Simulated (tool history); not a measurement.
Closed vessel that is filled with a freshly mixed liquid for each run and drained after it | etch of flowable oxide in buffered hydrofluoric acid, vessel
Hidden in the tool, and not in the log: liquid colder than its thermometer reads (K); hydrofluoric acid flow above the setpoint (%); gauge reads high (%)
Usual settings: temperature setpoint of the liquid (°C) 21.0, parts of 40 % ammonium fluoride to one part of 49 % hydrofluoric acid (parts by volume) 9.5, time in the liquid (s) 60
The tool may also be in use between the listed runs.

| run | hour | temperature setpoint of the liquid (°C) | parts of 40 % ammonium fluoride to one part of 49 % hydrofluoric acid (parts by volume) | time in the liquid (s) | wafers since the last listed run | hours since the thermometer was replaced | hours since the hydrofluoric acid flow meter was replaced | hours since the gauge calibration | read-back film thickness of the flowable oxide reference wafer, read on the same gauge (nm) | thickness taken off the flowable oxide on a monitor wafer (angstrom) |
|---|---|---|---|---|---|---|---|---|---|---|
| 1 | 0.0 | 21.0 | 9.5 | 60 | 0 | 894.3 | 1419.6 | 153.5 | 50.02 | 1683.8 |
| 2 | 33.9 | 21.0 | 9.5 | 60 | 4539 | 928.2 | 1453.5 | 187.4 | 50.00 | 1685.1 |
|  | 44.8 | gauge calibrated |
| 3 | 49.4 | 23.5 | 9.5 | 60 | 2075 | 943.7 | 1469.0 | 4.6 | 50.02 | 1939.3 |
| 4 | 58.5 | 21.0 | 11.5 | 60 | 1218 | 952.8 | 1478.1 | 13.7 | 50.02 | 1416.1 |
| 5 | 64.6 | 21.0 | 11.5 | 60 | 816 | 958.9 | 1484.2 | 19.8 | 49.99 | 1416.4 |
| 6 | 80.2 | 21.0 | 9.5 | 60 | 2088 | 974.5 | 1499.8 | 35.4 | 49.97 | 1686.8 |
| 7 | 96.9 | 21.0 | 9.5 | 60 | 2236 | 991.2 | 1516.5 | 52.1 | 50.00 | 1687.2 |
| 8 | 105.3 | 21.0 | 9.5 | 60 | 1124 | 999.6 | 1524.9 | 60.5 | 50.02 | 1663.7 |
| 9 | 116.0 | 21.0 | 9.5 | 70 | 1432 | 1010.3 | 1535.6 | 71.2 | 49.98 | 1953.0 |
| 10 | 127.5 | 21.0 | 9.5 | 70 | 1539 | 1021.8 | 1547.1 | 82.7 | 49.97 | 1942.9 |
| 11 | 140.2 | 21.0 | 9.5 | 60 | 1700 | 1034.5 | 1559.8 | 95.4 | 50.02 | 1690.8 |
|  | 143.0 | thermometer replaced |
| 12 | 154.8 | 21.0 | 9.5 | 60 | 1821 | 11.8 | 1574.4 | 110.0 | 50.00 | 1656.6 |
| 13 | 164.0 | 21.0 | 9.5 | 60 | 1231 | 21.0 | 1583.6 | 119.2 | 49.97 | 1692.8 |
| 14 | 179.2 | 21.0 | 11.0 | 60 | 2035 | 36.2 | 1598.8 | 134.4 | 50.01 | 1501.8 |
| 15 | 194.1 | 25.5 | 9.5 | 95 | 1995 | 51.1 | 1613.7 | 149.3 | 50.00 | 3476.3 |
| 16 | 210.7 | 17.0 | 9.5 | 60 | 2222 | 67.7 | 1630.3 | 165.9 | 49.99 | 1345.9 |
| 17 | 218.4 | 21.0 | 9.5 | 60 | 1031 | 75.4 | 1638.0 | 173.6 | 49.99 | 1683.8 |
|  | 228.7 | hydrofluoric acid flow meter replaced |
| 18 | 245.3 | 21.0 | 9.5 | 70 | 3468 | 102.3 | 16.6 | 200.5 | 50.00 | 1980.2 |
| 19 | 261.7 | 21.0 | 9.5 | 60 | 2196 | 118.7 | 33.0 | 216.9 | 50.00 | 1715.8 |
|  | 262.5 | gauge calibrated |
| 20 | 271.4 | 19.0 | 7.0 | 90 | 1298 | 128.4 | 42.7 | 8.9 | 50.00 | 3067.0 |
| 21 | 286.8 | 21.0 | 11.0 | 35 | 2062 | 143.8 | 58.1 | 24.3 | 50.00 | 871.3 |

Run 22 comes next. What will it give?
| 22 | 297.0 | 17.5 | 11.5 | 50 | 1365 | 154.0 | 68.3 | 34.5 | ? | ? |

{"run 22": {"read-back film thickness of the flowable oxide reference wafer, read on the same gauge (nm)": 49.99, "thickness taken off the flowable oxide on a monitor wafer (angstrom)": 978.4}}
Without the tool's hidden state the same run would have given thickness taken off the flowable oxide on a monitor wafer (angstrom) 978.4.

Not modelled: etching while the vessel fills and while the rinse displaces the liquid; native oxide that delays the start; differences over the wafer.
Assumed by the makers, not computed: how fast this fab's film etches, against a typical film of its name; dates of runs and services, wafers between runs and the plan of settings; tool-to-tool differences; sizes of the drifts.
